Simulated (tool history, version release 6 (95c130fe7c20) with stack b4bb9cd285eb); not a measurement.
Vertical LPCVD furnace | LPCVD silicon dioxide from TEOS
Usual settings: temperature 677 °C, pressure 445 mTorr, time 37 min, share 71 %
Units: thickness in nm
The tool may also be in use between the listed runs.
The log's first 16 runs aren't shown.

run	hour	temperature	pressure	time	share	read-back reference wafer on the same gauge, thickness	thickness
17	724.2	668	445	29.5	71	189.03	113.15
# hour 761.1: pressure gauge zeroed
# hour 764: TEOS flow controller replaced
18	883.6	670	445	37	71	189.13	149.88
19	912.5	677	505	37	64	188.77	180.24
20	984.1	682	445	37	81	189.16	215.13
21	1049.9	686	445	37	71	189.07	221.27
22	1103.6	682	365	45.5	64	189	214.14
23	1160.8	677	520	37	80	188.95	204.54
# hour 1301.7: gauge calibrated
24	1347.5	677	445	37	84	188.89	194.03
25	1381.8	677	445	37	75	189.17	183.48
26	1494.5	671	400	47	60	188.88	171.26
27	1663.1	683	445	37	77	188.79	216.04
28	1718.8	677	370	51	71	189.04	224.74
29	1788.1	677	445	37	71	188.94	179.37
30	1824.7	677	445	37	76	188.94	185.7
31	1859.6	677	445	37	60	189.01	164.73
32	1898.3	677	340	37	71	189.13	156.94

Forecast each of these 3 alternatives for the next run:
A	1902.5	677	445	46	71	?	?
B	1902.5	677	355	45	71	?	?
C	1902.5	681	445	37	78	?	?

run	read-back reference wafer on the same gauge, thickness	thickness
A	188.87	224.49
B	188.87	196.15
C	188.87	208.55
Without the tool's hidden state the same runs would have given:
run	thickness
A	219.92
B	192.15
C	204.34

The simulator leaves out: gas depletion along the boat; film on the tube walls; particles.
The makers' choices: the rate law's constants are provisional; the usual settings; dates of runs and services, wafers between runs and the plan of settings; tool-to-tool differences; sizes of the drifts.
